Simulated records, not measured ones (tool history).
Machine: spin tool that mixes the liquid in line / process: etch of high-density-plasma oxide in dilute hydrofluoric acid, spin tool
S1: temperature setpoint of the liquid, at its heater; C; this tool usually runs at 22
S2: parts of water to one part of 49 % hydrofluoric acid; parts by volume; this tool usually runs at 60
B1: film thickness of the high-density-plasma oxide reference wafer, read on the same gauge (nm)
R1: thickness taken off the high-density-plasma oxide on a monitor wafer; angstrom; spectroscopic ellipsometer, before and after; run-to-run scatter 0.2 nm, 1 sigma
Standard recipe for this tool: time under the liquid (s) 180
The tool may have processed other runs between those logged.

{"run": 1, "day": 0.0, "S1": 22, "S2": 60, "time under the liquid (s)": 180, "B1": 49.99, "R1": 303.7}
{"run": 2, "day": 1.588, "S1": 22, "S2": 60, "time under the liquid (s)": 180, "B1": 50.01, "R1": 306.5}
{"run": 3, "day": 3.654, "S1": 22, "S2": 60, "time under the liquid (s)": 180, "B1": 50.04, "R1": 307.2}
{"run": 4, "day": 5.525, "S1": 22, "S2": 60, "time under the liquid (s)": 180, "B1": 49.99, "R1": 304}
{"run": 5, "day": 7.15, "S1": 22, "S2": 60, "time under the liquid (s)": 180, "B1": 50.01, "R1": 306.2}
{"run": 6, "day": 8.546, "S1": 22, "S2": 60, "time under the liquid (s)": 180, "B1": 49.99, "R1": 313.7}
{"run": 7, "day": 9.958, "S1": 18.5, "S2": 60, "time under the liquid (s)": 180, "B1": 50.02, "R1": 264.5}
{"run": 8, "day": 12.596, "S1": 18.5, "S2": 60, "time under the liquid (s)": 180, "B1": 49.99, "R1": 270.2}
{"run": 9, "day": 15.004, "S1": 18.5, "S2": 60, "time under the liquid (s)": 180, "B1": 49.97, "R1": 266.2}
{"day": 15.988, "done": "hydrofluoric acid flow meter replaced"}
{"run": 10, "day": 16.375, "S1": 22, "S2": 60, "time under the liquid (s)": 105, "B1": 49.96, "R1": 167.1}
{"run": 11, "day": 17.646, "S1": 22, "S2": 60, "time under the liquid (s)": 105, "B1": 49.99, "R1": 168}
{"run": 12, "day": 20.096, "S1": 22, "S2": 60, "time under the liquid (s)": 105, "B1": 49.96, "R1": 170.4}
{"run": 13, "day": 23.788, "S1": 26, "S2": 75, "time under the liquid (s)": 290, "B1": 50.01, "R1": 426.3}
{"day": 24.171, "done": "thermometer replaced"}
{"run": 14, "day": 25.371, "S1": 26, "S2": 40, "time under the liquid (s)": 230, "B1": 49.99, "R1": 672.3}
{"run": 15, "day": 26.888, "S1": 22, "S2": 60, "time under the liquid (s)": 135, "B1": 50, "R1": 218.6}
{"run": 16, "day": 29.133, "S1": 17, "S2": 60, "time under the liquid (s)": 105, "B1": 50.02, "R1": 137.9}
{"run": 17, "day": 30.325, "S1": 17.5, "S2": 80, "time under the liquid (s)": 180, "B1": 50.01, "R1": 177.8}
{"day": 30.367, "done": "gauge calibrated"}
{"run": 18, "day": 32.729, "S1": 19, "S2": 60, "time under the liquid (s)": 150, "B1": 49.99, "R1": 214}
{"run": 19, "day": 35.583, "S1": 26, "S2": 40, "time under the liquid (s)": 230, "B1": 50.02, "R1": 677.1}
{"run": 20, "day": 38.279, "S1": 22, "S2": 50, "time under the liquid (s)": 265, "B1": 50.03, "R1": 521}
{"run": 21, "day": 39.604, "S1": 19.5, "S2": 90, "time under the liquid (s)": 75, "B1": 49.96, "R1": 72.2}
{"run": 22, "day": 41.662, "S1": 17.5, "S2": 45, "time under the liquid (s)": 85, "B1": 50.02, "R1": 156.5}
{"run": 23, "day": 42.983, "S1": 22, "S2": 50, "time under the liquid (s)": 180, "B1": 50, "R1": 358.4}
{"run": 24, "day": 44.983, "S1": 22, "S2": 60, "time under the liquid (s)": 180, "B1": 50.02, "R1": 296.8}

Each row is a separate what-if for the run after 24, all from the same tool condition, not one after another. Results?
{"run": "A", "day": 45.004, "S1": 22, "S2": 60, "time under the liquid (s)": 180, "B1": "?", "R1": "?"}
{"run": "B", "day": 45.004, "S1": 22, "S2": 85, "time under the liquid (s)": 180, "B1": "?", "R1": "?"}
{"run": "C", "day": 45.004, "S1": 20.5, "S2": 60, "time under the liquid (s)": 150, "B1": "?", "R1": "?"}
{"run": "D", "day": 45.004, "S1": 25.5, "S2": 35, "time under the liquid (s)": 180, "B1": "?", "R1": "?"}
{"run": "E", "day": 45.004, "S1": 19.5, "S2": 80, "time under the liquid (s)": 230, "B1": "?", "R1": "?"}

run=A B1=50.01 R1=296.8
run=B B1=50.01 R1=203.4
run=C B1=50.01 R1=232.3
run=D B1=50.01 R1=607.3
run=E B1=50.01 R1=250.4
Without the tool's hidden state the same runs would have given:
run=A R1=285.8
run=B R1=195.6
run=C R1=223.7
run=D R1=585.1
run=E R1=241

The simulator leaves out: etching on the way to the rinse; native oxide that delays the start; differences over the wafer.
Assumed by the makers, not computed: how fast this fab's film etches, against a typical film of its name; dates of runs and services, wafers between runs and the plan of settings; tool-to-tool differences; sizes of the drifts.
